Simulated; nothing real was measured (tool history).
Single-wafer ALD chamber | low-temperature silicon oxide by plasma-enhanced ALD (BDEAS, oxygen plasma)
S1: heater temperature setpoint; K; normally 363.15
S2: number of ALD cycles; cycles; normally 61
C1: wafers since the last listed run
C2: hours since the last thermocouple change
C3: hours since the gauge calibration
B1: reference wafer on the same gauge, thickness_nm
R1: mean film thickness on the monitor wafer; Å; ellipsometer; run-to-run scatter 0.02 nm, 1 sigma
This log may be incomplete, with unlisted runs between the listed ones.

{"run": 1, "hour": 0.0, "S1": 363.15, "S2": 61, "C1": 0, "C2": 2324.9, "C3": 850.8, "B1": 9.048, "R1": 77.65}
{"run": 2, "hour": 81.0, "S1": 363.15, "S2": 61, "C1": 437, "C2": 2405.9, "C3": 931.8, "B1": 9.057, "R1": 77.06}
{"run": 3, "hour": 122.7, "S1": 363.15, "S2": 61, "C1": 225, "C2": 2447.6, "C3": 973.5, "B1": 9.045, "R1": 77.28}
{"hour": 166.8, "done": "gauge calibrated"}
{"run": 4, "hour": 216.5, "S1": 363.15, "S2": 61, "C1": 506, "C2": 2541.4, "C3": 49.7, "B1": 9.056, "R1": 77.31}
{"run": 5, "hour": 274.9, "S1": 363.15, "S2": 69, "C1": 315, "C2": 2599.8, "C3": 108.1, "B1": 9.049, "R1": 87.69}
{"run": 6, "hour": 325.6, "S1": 363.15, "S2": 69, "C1": 273, "C2": 2650.5, "C3": 158.8, "B1": 9.046, "R1": 87.46}
{"run": 7, "hour": 419.1, "S1": 363.15, "S2": 61, "C1": 505, "C2": 2744, "C3": 252.3, "B1": 9.05, "R1": 77.04}
{"run": 8, "hour": 512.8, "S1": 363.15, "S2": 71, "C1": 506, "C2": 2837.7, "C3": 346, "B1": 9.052, "R1": 89.9}
{"run": 9, "hour": 558.1, "S1": 363.15, "S2": 71, "C1": 244, "C2": 2883, "C3": 391.3, "B1": 9.048, "R1": 89.7}
{"hour": 602.7, "done": "thermocouple changed; heater temperature recalibrated"}
{"run": 10, "hour": 603.2, "S1": 363.15, "S2": 70, "C1": 200, "C2": 0.5, "C3": 436.4, "B1": 9.055, "R1": 90.77}
{"run": 11, "hour": 643.0, "S1": 363.15, "S2": 61, "C1": 215, "C2": 40.3, "C3": 476.2, "B1": 9.053, "R1": 78.98}
{"run": 12, "hour": 712.3, "S1": 357.15, "S2": 54, "C1": 374, "C2": 109.6, "C3": 545.5, "B1": 9.04, "R1": 71.66}
{"run": 13, "hour": 819.9, "S1": 363.15, "S2": 57, "C1": 581, "C2": 217.2, "C3": 653.1, "B1": 9.062, "R1": 73.6}
{"run": 14, "hour": 862.5, "S1": 354.15, "S2": 71, "C1": 230, "C2": 259.8, "C3": 695.7, "B1": 9.037, "R1": 94.85}
{"run": 15, "hour": 925.2, "S1": 363.15, "S2": 67, "C1": 338, "C2": 322.5, "C3": 758.4, "B1": 9.054, "R1": 86.33}
{"run": 16, "hour": 1016.2, "S1": 363.15, "S2": 68, "C1": 491, "C2": 413.5, "C3": 849.4, "B1": 9.061, "R1": 88.03}
{"run": 17, "hour": 1097.5, "S1": 359.15, "S2": 69, "C1": 439, "C2": 494.8, "C3": 930.7, "B1": 9.044, "R1": 90.08}
{"hour": 1147.9, "done": "gauge calibrated"}
{"run": 18, "hour": 1163.5, "S1": 368.15, "S2": 57, "C1": 356, "C2": 560.8, "C3": 15.6, "B1": 9.053, "R1": 72}
{"run": 19, "hour": 1264.9, "S1": 376.15, "S2": 56, "C1": 547, "C2": 662.2, "C3": 117, "B1": 9.053, "R1": 69.38}
{"run": 20, "hour": 1354.4, "S1": 363.15, "S2": 61, "C1": 483, "C2": 751.7, "C3": 206.5, "B1": 9.046, "R1": 78.45}
{"run": 21, "hour": 1448.0, "S1": 363.15, "S2": 61, "C1": 505, "C2": 845.3, "C3": 300.1, "B1": 9.056, "R1": 78.51}
{"run": 22, "hour": 1553.4, "S1": 357.15, "S2": 61, "C1": 569, "C2": 950.7, "C3": 405.5, "B1": 9.06, "R1": 80.16}

3 options for the next run, each taken on its own from the tool as it stands now. Forecast them:
{"run": "A", "hour": 1553.9, "S1": 363.15, "S2": 56, "C1": 2, "C2": 951.2, "C3": 406, "B1": "?", "R1": "?"}
{"run": "B", "hour": 1553.9, "S1": 348.15, "S2": 50, "C1": 2, "C2": 951.2, "C3": 406, "B1": "?", "R1": "?"}
{"run": "C", "hour": 1553.9, "S1": 372.15, "S2": 61, "C1": 2, "C2": 951.2, "C3": 406, "B1": "?", "R1": "?"}

run=A B1=9.053 R1=71.74
run=B B1=9.053 R1=67.9
run=C B1=9.053 R1=75.72
With no hidden state in the tool, these same runs would have given:
run=A R1=72.4
run=B R1=68.5
run=C R1=76.08
